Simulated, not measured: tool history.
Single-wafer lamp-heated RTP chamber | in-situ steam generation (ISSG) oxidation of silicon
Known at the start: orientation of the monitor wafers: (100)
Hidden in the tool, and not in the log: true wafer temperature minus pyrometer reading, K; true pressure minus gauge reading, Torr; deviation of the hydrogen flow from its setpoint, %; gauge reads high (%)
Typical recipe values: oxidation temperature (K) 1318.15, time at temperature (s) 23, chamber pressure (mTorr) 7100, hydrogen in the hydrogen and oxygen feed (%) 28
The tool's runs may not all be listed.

run,hour,oxidation temperature (K),time at temperature (s),chamber pressure (mTorr),hydrogen in the hydrogen and oxygen feed (%),wafers since the last listed run,wafers since the last pyrometer calibration,hours since the pressure gauge was zeroed,hours since the hydrogen flow controller was replaced,hours since the gauge calibration,"read-back reference wafer on the same gauge, thickness",oxide thickness on the monitor wafer (nm)
1,0.0,1318.15,23,7100,28,0,6284,2749.1,3911.8,357.2,6.178,7.752
# hour 47.3: pyrometer window cleaned and pyrometer calibrated
2,47.8,1318.15,23,7100,28,352,4,2796.9,3959.6,405.0,6.181,7.457
3,117.4,1318.15,23,7100,21,616,621,2866.5,4029.2,474.6,6.179,6.941
4,213.3,1318.15,23,6900,28,849,1470,2962.4,4125.1,570.5,6.179,7.446
5,299.2,1318.15,23,6900,28,760,2231,3048.3,4211.0,656.4,6.184,7.467
6,386.4,1318.15,23,6900,28,772,3003,3135.5,4298.2,743.6,6.178,7.521
7,475.4,1302.15,23,7100,28,788,3791,3224.5,4387.2,832.6,6.182,6.918
8,583.2,1318.15,23,7100,28,954,4746,3332.3,4495.0,940.4,6.182,7.640
# hour 632.1: gauge calibrated
9,663.9,1318.15,23,7100,28,714,5461,3413.0,4575.7,31.8,6.180,7.694
# hour 693.2: hydrogen flow controller replaced
10,736.4,1318.15,23,7100,28,571,6032,3485.5,43.2,104.3,6.182,7.739
11,809.2,1318.15,23,7100,28,644,6677,3558.3,116.0,177.1,6.180,7.804
# hour 835.1: pressure gauge zeroed
# hour 841.4: pyrometer window cleaned and pyrometer calibrated
12,872.2,1318.15,23,7100,28,430,272,37.1,179.0,240.1,6.184,7.466
13,967.5,1318.15,23,7100,28,844,1116,132.4,274.3,335.4,6.179,7.524
14,1036.7,1318.15,23,7100,28,612,1729,201.6,343.5,404.6,6.185,7.512
15,1085.7,1318.15,23,7100,28,433,2163,250.6,392.5,453.6,6.182,7.568
16,1169.7,1328.15,17,8200,32,743,2907,334.6,476.5,537.6,6.178,7.060
17,1272.9,1331.15,23,6900,28,914,3821,437.8,579.7,640.8,6.179,8.192
18,1321.5,1318.15,23,7700,28,430,4251,486.4,628.3,689.4,6.184,7.655
19,1370.7,1318.15,23,6900,32,435,4687,535.6,677.5,738.6,6.177,7.942
20,1472.0,1310.15,23,6900,22,897,5584,636.9,778.8,839.9,6.185,6.967
# hour 1519.6: pyrometer window cleaned and pyrometer calibrated
21,1562.8,1313.15,26,7100,32,733,382,727.7,869.6,930.7,6.181,8.025
22,1637.8,1318.15,23,7100,28,664,1046,802.7,944.6,1005.7,6.185,7.479
# hour 1639.1: gauge calibrated
23,1705.7,1318.15,14,7100,32,601,1648,870.6,1012.5,66.6,6.178,6.096
24,1783.6,1318.15,23,6900,28,689,2338,948.5,1090.4,144.5,6.181,7.486
25,1855.1,1337.15,23,8300,28,633,2971,1020.0,1161.9,216.0,6.181,8.363
26,1938.9,1318.15,23,7100,28,742,3713,1103.8,1245.7,299.8,6.177,7.613
27,2000.0,1299.15,19,7100,20,541,4254,1164.9,1306.8,360.9,6.178,5.731
28,2085.7,1308.15,18,7100,28,759,5013,1250.6,1392.5,446.6,6.180,6.408

Here are 3 independent what-if runs from the current tool condition. What would each one return?
A,2086.2,1318.15,19,7100,28,4,5018,1251.1,1393.0,447.1,?,?
B,2086.2,1318.15,30,6900,28,4,5018,1251.1,1393.0,447.1,?,?
C,2086.2,1318.15,26,7600,28,4,5018,1251.1,1393.0,447.1,?,?

run,"read-back reference wafer on the same gauge, thickness",oxide thickness on the monitor wafer (nm)
A,6.182,6.914
B,6.182,8.769
C,6.182,8.140
Without the tool's unlogged condition, the same runs would have read:
run,oxide thickness on the monitor wafer (nm)
A,6.725
B,8.508
C,7.903

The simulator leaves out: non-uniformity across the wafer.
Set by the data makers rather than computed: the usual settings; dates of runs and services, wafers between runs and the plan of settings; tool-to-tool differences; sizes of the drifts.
